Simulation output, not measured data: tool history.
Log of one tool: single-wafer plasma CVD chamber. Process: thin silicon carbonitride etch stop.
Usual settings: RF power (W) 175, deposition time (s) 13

| run | hour | RF power (W) | deposition time (s) | wafers since the last listed run | hours since the last thermocouple change | hours since the last RF generator calibration | hours since the showerhead was replaced | hours since the gauge calibration | read-back reference wafer on the same gauge, thickness_nm | mean film thickness on the monitor wafer (angstrom) |
|---|---|---|---|---|---|---|---|---|---|---|
| 1 | 0 | 175 | 13 | 0 | 2031.9 | 659.3 | 1908.8 | 564.9 | 6.425 | 69.62 |
| 2 | 25.9 | 175 | 13 | 804 | 2057.8 | 685.2 | 1934.7 | 590.8 | 6.424 | 69.63 |
| 3 | 45.7 | 175 | 13 | 615 | 2077.6 | 705 | 1954.5 | 610.6 | 6.418 | 69.65 |
| 4 | 61.2 | 160 | 13.7 | 481 | 2093.1 | 720.5 | 1970 | 626.1 | 6.424 | 71.72 |
| 5 | 86.3 | 160 | 13.7 | 779 | 2118.2 | 745.6 | 1995.1 | 651.2 | 6.424 | 71.85 |
| 6 | 120.3 | 205 | 13 | 1056 | 2152.2 | 779.6 | 2029.1 | 685.2 | 6.425 | 71.88 |
| 7 | 152.8 | 205 | 13 | 1009 | 2184.7 | 812.1 | 2061.6 | 717.7 | 6.419 | 71.79 |
| 8 | 188.4 | 175 | 13 | 1106 | 2220.3 | 847.7 | 2097.2 | 753.3 | 6.418 | 69.03 |
| 9 | 207 | 175 | 13 | 577 | 2238.9 | 866.3 | 2115.8 | 771.9 | 6.416 | 69.34 |
| 10 | 258.1 | 175 | 13 | 1587 | 2290 | 917.4 | 2166.9 | 823 | 6.421 | 69.39 |
| 11 | 280 | 175 | 13 | 680 | 2311.9 | 939.3 | 2188.8 | 844.9 | 6.423 | 69.17 |
| 12 | 302.2 | 175 | 13 | 689 | 2334.1 | 961.5 | 2211 | 867.1 | 6.43 | 68.91 |
| 13 | 337.2 | 175 | 11.7 | 1087 | 2369.1 | 996.5 | 2246 | 902.1 | 6.412 | 62.11 |
| 14 | 355 | 175 | 13 | 553 | 2386.9 | 1014.3 | 2263.8 | 919.9 | 6.427 | 68.92 |
| 15 | 381.5 | 175 | 13 | 823 | 2413.4 | 1040.8 | 2290.3 | 946.4 | 6.42 | 69.1 |
| 16 | 402.8 | 175 | 13 | 661 | 2434.7 | 1062.1 | 2311.6 | 967.7 | 6.418 | 68.92 |
| 17 | 415 | 175 | 13 | 379 | 2446.9 | 1074.3 | 2323.8 | 979.9 | 6.418 | 68.68 |
| 18 | 448.5 | 200 | 12.2 | 1040 | 2480.4 | 1107.8 | 2357.3 | 1013.4 | 6.422 | 66.59 |
|  | 455.5 | gauge calibrated |
|  | 469.6 | RF generator calibrated |
| 19 | 473.5 | 175 | 13 | 528 | 2505.4 | 3.9 | 2382.3 | 18 | 6.419 | 70.09 |
| 20 | 489.9 | 190 | 11.4 | 509 | 2521.8 | 20.3 | 2398.7 | 34.4 | 6.42 | 62.43 |
| 21 | 519 | 185 | 15.1 | 904 | 2550.9 | 49.4 | 2427.8 | 63.5 | 6.43 | 82.25 |
| 22 | 533.7 | 160 | 15.1 | 456 | 2565.6 | 64.1 | 2442.5 | 78.2 | 6.421 | 79.54 |
| 23 | 546.3 | 175 | 13 | 391 | 2578.2 | 76.7 | 2455.1 | 90.8 | 6.422 | 70.44 |
| 24 | 569.1 | 175 | 13 | 708 | 2601 | 99.5 | 2477.9 | 113.6 | 6.415 | 70.26 |
| 25 | 585.9 | 210 | 12.1 | 521 | 2617.8 | 116.3 | 2494.7 | 130.4 | 6.416 | 67.53 |
|  | 607.7 | showerhead replaced, of another model than before |
| 26 | 616.3 | 190 | 15.5 | 695 | 2648.2 | 146.7 | 8.6 | 160.8 | 6.415 | 84.37 |
| 27 | 650.8 | 195 | 13 | 1071 | 2682.7 | 181.2 | 43.1 | 195.3 | 6.423 | 71.14 |
|  | 659.5 | thermocouple changed; heater temperature recalibrated |
| 28 | 665.1 | 150 | 13 | 195 | 5.6 | 195.5 | 57.4 | 209.6 | 6.423 | 68.76 |
| 29 | 689.5 | 175 | 13 | 758 | 30 | 219.9 | 81.8 | 234 | 6.418 | 70.15 |
| 30 | 711.5 | 160 | 14.3 | 683 | 52 | 241.9 | 103.8 | 256 | 6.417 | 76.05 |
| 31 | 740.7 | 175 | 13 | 907 | 81.2 | 271.1 | 133 | 285.2 | 6.417 | 70.19 |
| 32 | 768.9 | 175 | 13 | 876 | 109.4 | 299.3 | 161.2 | 313.4 | 6.414 | 70.06 |
| 33 | 797.4 | 150 | 11.2 | 885 | 137.9 | 327.8 | 189.7 | 341.9 | 6.421 | 59.45 |
| 34 | 814.8 | 175 | 13 | 540 | 155.3 | 345.2 | 207.1 | 359.3 | 6.42 | 70.24 |
| 35 | 831.3 | 155 | 15.5 | 512 | 171.8 | 361.7 | 223.6 | 375.8 | 6.42 | 82.36 |
| 36 | 858.9 | 175 | 11.5 | 857 | 199.4 | 389.3 | 251.2 | 403.4 | 6.426 | 61.64 |

What the log doesn't show, run by run:
wafer temperature above the value expected at the setpoint (K): 0 in every run
gauge reads high (%): 0 in every run
H1: delivered RF power above the setpoint (%)
| run | H1 |
|---|---|
| 1 | -4.86 |
| 2 | -5.04 |
| 3 | -5.18 |
| 4 | -5.29 |
| 5 | -5.46 |
| 6 | -5.7 |
| 7 | -5.93 |
| 8 | -6.18 |
| 9 | -6.31 |
| 10 | -6.66 |
| 11 | -6.81 |
| 12 | -6.97 |
| 13 | -7.21 |
| 14 | -7.34 |
| 15 | -7.52 |
| 16 | -7.67 |
| 17 | -7.76 |
| 18 | -7.99 |
| 19 | -0.119 |
| 20 | -0.233 |
| 21 | -0.436 |
| 22 | -0.539 |
| 23 | -0.627 |
| 24 | -0.786 |
| 25 | -0.903 |
| 26 | -1.12 |
| 27 | -1.36 |
| 28 | -1.46 |
| 29 | -1.63 |
| 30 | -1.78 |
| 31 | -1.98 |
| 32 | -2.18 |
| 33 | -2.38 |
| 34 | -2.5 |
| 35 | -2.62 |
| 36 | -2.81 |
